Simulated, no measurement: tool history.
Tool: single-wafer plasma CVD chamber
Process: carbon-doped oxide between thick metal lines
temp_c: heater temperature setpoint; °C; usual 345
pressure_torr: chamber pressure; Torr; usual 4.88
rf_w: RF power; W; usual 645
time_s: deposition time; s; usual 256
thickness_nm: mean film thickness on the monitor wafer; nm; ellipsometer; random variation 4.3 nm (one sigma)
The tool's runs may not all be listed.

run,hour,temp_c,pressure_torr,rf_w,time_s,"read-back reference wafer on the same gauge, thickness_nm",thickness_nm
1,0,345,4.88,680,256,1391.228,1548.371
2,65.7,345,4.88,645,256,1390.336,1509.74
3,126.5,345,4.88,645,256,1390.093,1498.947
4,184.5,345,4.88,645,256,1390.813,1493.356
5,230.2,351,4.88,550,256,1389.733,1343.211
6,285.7,351,4.88,550,256,1390.386,1339.604
7,332.6,351,4.88,550,256,1390.006,1340.874
# hour 381.1: gauge calibrated
8,391.1,345,4.88,645,223,1388.988,1302.167
9,427.5,345,4.88,645,223,1390.571,1305.181
# hour 464.9: capacitance manometer re-zeroed and calibrated
10,486.4,345,4.88,645,223,1389.958,1325.048
11,511.5,345,4.88,645,256,1389.881,1518.865
12,544.5,345,4.88,645,256,1391.405,1519.344
# hour 588.5: showerhead replaced, of another model than before
13,595,345,4.88,645,205,1388.83,1219.064
14,628.3,345,4.88,645,256,1389.863,1525.019
15,672.5,339,4.88,645,295,1389.967,1782.524
# hour 690.3: RF generator calibrated
16,712.6,333,5.46,590,256,1389.167,1575.147
17,760.8,345,4.88,645,256,1388.746,1512.778
18,800.4,345,5.68,645,256,1391.734,1562.766
19,849.1,331,5.62,645,256,1389.84,1625.612
20,883.3,345,4.88,645,256,1389.609,1506.483
21,930.7,345,4.88,750,256,1390.455,1573.664
# hour 952.6: thermocouple changed; heater temperature recalibrated
22,979.4,335,4.88,540,256,1390.894,1472.1
# hour 994.5: gauge calibrated
23,1047.8,345,4.27,645,256,1388.079,1452.949
24,1104.4,355,5.65,585,239,1390.575,1367.582
25,1237.1,353,5.85,535,286,1388.531,1615.47

3 ways to go on from here, each from the tool as it stands after run 25. What would each give?
A,1237.6,345,4.88,645,256,?,?
B,1237.6,332,4.88,600,256,?,?
C,1237.6,345,3.9,530,270,?,?

run,"read-back reference wafer on the same gauge, thickness_nm",thickness_nm
A,1389.854,1490.506
B,1389.854,1523.097
C,1389.854,1408.871
Without the tool's hidden state the same runs would have given:
run,thickness_nm
A,1511.871
B,1544.928
C,1420.525

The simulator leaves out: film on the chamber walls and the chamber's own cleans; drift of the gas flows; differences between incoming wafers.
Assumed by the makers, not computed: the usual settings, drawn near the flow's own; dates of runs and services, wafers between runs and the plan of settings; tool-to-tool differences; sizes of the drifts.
